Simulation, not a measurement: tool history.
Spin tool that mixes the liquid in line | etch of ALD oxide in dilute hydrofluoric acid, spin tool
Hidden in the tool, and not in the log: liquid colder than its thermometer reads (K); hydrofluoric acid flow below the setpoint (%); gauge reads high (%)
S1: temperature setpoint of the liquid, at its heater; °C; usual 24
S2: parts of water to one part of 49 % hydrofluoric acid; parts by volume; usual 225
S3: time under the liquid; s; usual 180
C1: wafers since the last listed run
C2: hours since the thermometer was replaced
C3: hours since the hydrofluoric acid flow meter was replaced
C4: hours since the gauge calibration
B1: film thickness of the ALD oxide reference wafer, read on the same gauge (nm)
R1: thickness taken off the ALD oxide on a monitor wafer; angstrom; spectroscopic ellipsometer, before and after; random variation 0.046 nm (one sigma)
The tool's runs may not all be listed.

{"run": 1, "hour": 0.0, "S1": 25.5, "S2": 225, "S3": 180, "C1": 0, "C2": 130, "C3": 1017.6, "C4": 510.6, "B1": 149.97, "R1": 99.7}
{"hour": 55.7, "done": "hydrofluoric acid flow meter replaced"}
{"run": 2, "hour": 67.7, "S1": 24, "S2": 225, "S3": 180, "C1": 339, "C2": 197.7, "C3": 12, "C4": 578.3, "B1": 149.97, "R1": 98}
{"run": 3, "hour": 138.9, "S1": 24, "S2": 225, "S3": 180, "C1": 362, "C2": 268.9, "C3": 83.2, "C4": 649.5, "B1": 150.03, "R1": 97.3}
{"run": 4, "hour": 168.5, "S1": 24, "S2": 225, "S3": 180, "C1": 150, "C2": 298.5, "C3": 112.8, "C4": 679.1, "B1": 150.01, "R1": 97.8}
{"run": 5, "hour": 229.2, "S1": 24, "S2": 180, "S3": 180, "C1": 309, "C2": 359.2, "C3": 173.5, "C4": 739.8, "B1": 150, "R1": 127.5}
{"run": 6, "hour": 284.6, "S1": 24, "S2": 180, "S3": 180, "C1": 282, "C2": 414.6, "C3": 228.9, "C4": 795.2, "B1": 150.02, "R1": 127.4}
{"run": 7, "hour": 327.1, "S1": 24, "S2": 225, "S3": 180, "C1": 216, "C2": 457.1, "C3": 271.4, "C4": 837.7, "B1": 149.97, "R1": 96.9}
{"run": 8, "hour": 356.1, "S1": 24, "S2": 225, "S3": 180, "C1": 147, "C2": 486.1, "C3": 300.4, "C4": 866.7, "B1": 150, "R1": 96.1}
{"run": 9, "hour": 425.2, "S1": 24, "S2": 225, "S3": 180, "C1": 351, "C2": 555.2, "C3": 369.5, "C4": 935.8, "B1": 150.03, "R1": 97.2}
{"run": 10, "hour": 484.3, "S1": 24, "S2": 225, "S3": 180, "C1": 300, "C2": 614.3, "C3": 428.6, "C4": 994.9, "B1": 150.01, "R1": 97.2}
{"run": 11, "hour": 533.6, "S1": 24, "S2": 225, "S3": 180, "C1": 250, "C2": 663.6, "C3": 477.9, "C4": 1044.2, "B1": 149.97, "R1": 97.2}
{"hour": 545.9, "done": "thermometer replaced"}
{"run": 12, "hour": 591.7, "S1": 24, "S2": 225, "S3": 180, "C1": 290, "C2": 45.8, "C3": 536, "C4": 1102.3, "B1": 149.99, "R1": 96.6}
{"run": 13, "hour": 640.8, "S1": 24, "S2": 225, "S3": 180, "C1": 249, "C2": 94.9, "C3": 585.1, "C4": 1151.4, "B1": 150, "R1": 95.7}
{"hour": 676.7, "done": "gauge calibrated"}
{"run": 14, "hour": 691.1, "S1": 24, "S2": 225, "S3": 180, "C1": 256, "C2": 145.2, "C3": 635.4, "C4": 14.4, "B1": 149.99, "R1": 96.3}
{"run": 15, "hour": 718.8, "S1": 22.5, "S2": 225, "S3": 180, "C1": 141, "C2": 172.9, "C3": 663.1, "C4": 42.1, "B1": 150, "R1": 90.8}
{"run": 16, "hour": 743.7, "S1": 24, "S2": 225, "S3": 180, "C1": 126, "C2": 197.8, "C3": 688, "C4": 67, "B1": 149.97, "R1": 95.3}
{"run": 17, "hour": 799.3, "S1": 24, "S2": 225, "S3": 180, "C1": 283, "C2": 253.4, "C3": 743.6, "C4": 122.6, "B1": 150.02, "R1": 95.6}
{"run": 18, "hour": 859.0, "S1": 26.5, "S2": 125, "S3": 120, "C1": 303, "C2": 313.1, "C3": 803.3, "C4": 182.3, "B1": 150.03, "R1": 140}
{"run": 19, "hour": 928.7, "S1": 28, "S2": 275, "S3": 130, "C1": 354, "C2": 382.8, "C3": 873, "C4": 252, "B1": 149.98, "R1": 61}
{"run": 20, "hour": 967.5, "S1": 22, "S2": 180, "S3": 210, "C1": 197, "C2": 421.6, "C3": 911.8, "C4": 290.8, "B1": 149.99, "R1": 135}
{"run": 21, "hour": 1008.0, "S1": 28.5, "S2": 170, "S3": 180, "C1": 206, "C2": 462.1, "C3": 952.3, "C4": 331.3, "B1": 150.01, "R1": 156.8}
{"run": 22, "hour": 1051.0, "S1": 26.5, "S2": 275, "S3": 95, "C1": 218, "C2": 505.1, "C3": 995.3, "C4": 374.3, "B1": 150.01, "R1": 42.3}
{"run": 23, "hour": 1176.6, "S1": 21, "S2": 260, "S3": 260, "C1": 639, "C2": 630.7, "C3": 1120.9, "C4": 499.9, "B1": 149.95, "R1": 102.7}
{"run": 24, "hour": 1232.3, "S1": 24, "S2": 225, "S3": 180, "C1": 283, "C2": 686.4, "C3": 1176.6, "C4": 555.6, "B1": 150.01, "R1": 93.8}
{"hour": 1258.0, "done": "hydrofluoric acid flow meter replaced"}
{"run": 25, "hour": 1276.0, "S1": 28.5, "S2": 225, "S3": 180, "C1": 217, "C2": 730.1, "C3": 18, "C4": 599.3, "B1": 150.01, "R1": 114.2}
{"hour": 1338.7, "done": "thermometer replaced"}
{"run": 26, "hour": 1341.9, "S1": 20.5, "S2": 275, "S3": 260, "C1": 330, "C2": 3.2, "C3": 83.9, "C4": 665.2, "B1": 149.99, "R1": 97}
{"run": 27, "hour": 1366.1, "S1": 24, "S2": 225, "S3": 180, "C1": 123, "C2": 27.4, "C3": 108.1, "C4": 689.4, "B1": 150, "R1": 97.5}
{"run": 28, "hour": 1412.3, "S1": 27, "S2": 225, "S3": 180, "C1": 235, "C2": 73.6, "C3": 154.3, "C4": 735.6, "B1": 150.01, "R1": 107.3}
{"run": 29, "hour": 1437.5, "S1": 24, "S2": 265, "S3": 180, "C1": 128, "C2": 98.8, "C3": 179.5, "C4": 760.8, "B1": 150.01, "R1": 79.3}
{"run": 30, "hour": 1476.5, "S1": 28, "S2": 260, "S3": 180, "C1": 198, "C2": 137.8, "C3": 218.5, "C4": 799.8, "B1": 150, "R1": 93.7}
{"run": 31, "hour": 1544.8, "S1": 19.5, "S2": 190, "S3": 180, "C1": 347, "C2": 206.1, "C3": 286.8, "C4": 868.1, "B1": 150.01, "R1": 101.1}
{"run": 32, "hour": 1591.2, "S1": 22.5, "S2": 155, "S3": 180, "C1": 236, "C2": 252.5, "C3": 333.2, "C4": 914.5, "B1": 149.98, "R1": 143.3}
{"run": 33, "hour": 1659.9, "S1": 24, "S2": 135, "S3": 180, "C1": 349, "C2": 321.2, "C3": 401.9, "C4": 983.2, "B1": 150, "R1": 178.2}
{"run": 34, "hour": 1685.8, "S1": 24, "S2": 225, "S3": 180, "C1": 131, "C2": 347.1, "C3": 427.8, "C4": 1009.1, "B1": 150.01, "R1": 96.2}

The tool's hidden state at each run:
liquid colder than its thermometer reads (K): 0 in every run
gauge reads high (%): 0 in every run
H1: hydrofluoric acid flow below the setpoint (%)
run=1 H1=3.15
run=2 H1=0.183
run=3 H1=0.385
run=4 H1=0.469
run=5 H1=0.641
run=6 H1=0.798
run=7 H1=0.919
run=8 H1=1
run=9 H1=1.2
run=10 H1=1.37
run=11 H1=1.5
run=12 H1=1.67
run=13 H1=1.81
run=14 H1=1.95
run=15 H1=2.03
run=16 H1=2.1
run=17 H1=2.26
run=18 H1=2.43
run=19 H1=2.63
run=20 H1=2.74
run=21 H1=2.85
run=22 H1=2.97
run=23 H1=3.33
run=24 H1=3.49
run=25 H1=0.242
run=26 H1=0.429
run=27 H1=0.498
run=28 H1=0.629
run=29 H1=0.7
run=30 H1=0.811
run=31 H1=1
run=32 H1=1.14
run=33 H1=1.33
run=34 H1=1.41
